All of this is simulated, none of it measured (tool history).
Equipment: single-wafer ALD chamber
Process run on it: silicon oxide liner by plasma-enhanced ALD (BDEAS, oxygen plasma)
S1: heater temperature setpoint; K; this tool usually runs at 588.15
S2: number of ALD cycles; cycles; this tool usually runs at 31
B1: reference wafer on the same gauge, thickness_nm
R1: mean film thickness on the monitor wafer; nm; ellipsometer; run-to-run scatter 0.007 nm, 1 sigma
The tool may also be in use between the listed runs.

run     day      S1  S2     B1     R1
  1       0  588.15  31  3.093  2.795
  2   1.658  588.15  31  3.096  2.791
  3   5.938  588.15  31  3.097  2.789
  4   9.196  588.15  31  3.098  2.793
  5  12.112  588.15  31  3.101  2.804
  6  15.529  598.15  29  3.101  2.574
  7  19.542  598.15  29  3.107  2.574
  8    23.7  598.15  29  3.109  2.575
  9  28.088  588.15  31  3.116  2.805
 10  30.758  588.15  28  3.117  2.541
 11  33.112  588.15  28  3.121  2.553
 12  37.588  582.15  31  3.128  2.853
 13  39.788  588.15  31  3.132  2.826
       40.9  -- thermocouple changed; heater temperature recalibrated
     42.412  -- gauge calibrated
 14  43.208  588.15  31  3.088  2.786
 15  45.388  575.15  33  3.091  3.035
 16  48.021  588.15  31   3.09  2.783
 17  50.604  579.15  27   3.09  2.463
 18   54.25  581.15  27  3.093  2.452
 19  56.512  588.15  31  3.093   2.79
 20  59.592  593.15  27  3.096  2.422
 21  61.296  588.15  36  3.096   3.25
 22  63.329  582.15  25  3.097  2.285
 23  67.796  588.15  31  3.102  2.795
 24  69.458  599.15  26  3.105  2.313
 25  72.954  598.15  29  3.106  2.588
 26  79.546  576.15  26  3.116  2.407
 27  82.688  582.15  33   3.12  3.033
 28  86.429  588.15  31  3.131  2.813

What if the next run were any one of these 5? Each begins from the tool's condition after run 28:
  A  86.446  596.15  31   ?   ?
  B  86.446  600.15  25   ?   ?
  C  86.446  584.15  34   ?   ?
  D  86.446  592.15  35   ?   ?
  E  86.446  575.15  34   ?   ?

run    B1     R1
  A  3.13  2.779
  B  3.13  2.226
  C  3.13  3.108
  D  3.13  3.158
  E  3.13  3.153
With no hidden state in the tool, these same runs would have given:
run     R1
  A  2.745
  B  2.199
  C   3.07
  D   3.12
  E  3.115

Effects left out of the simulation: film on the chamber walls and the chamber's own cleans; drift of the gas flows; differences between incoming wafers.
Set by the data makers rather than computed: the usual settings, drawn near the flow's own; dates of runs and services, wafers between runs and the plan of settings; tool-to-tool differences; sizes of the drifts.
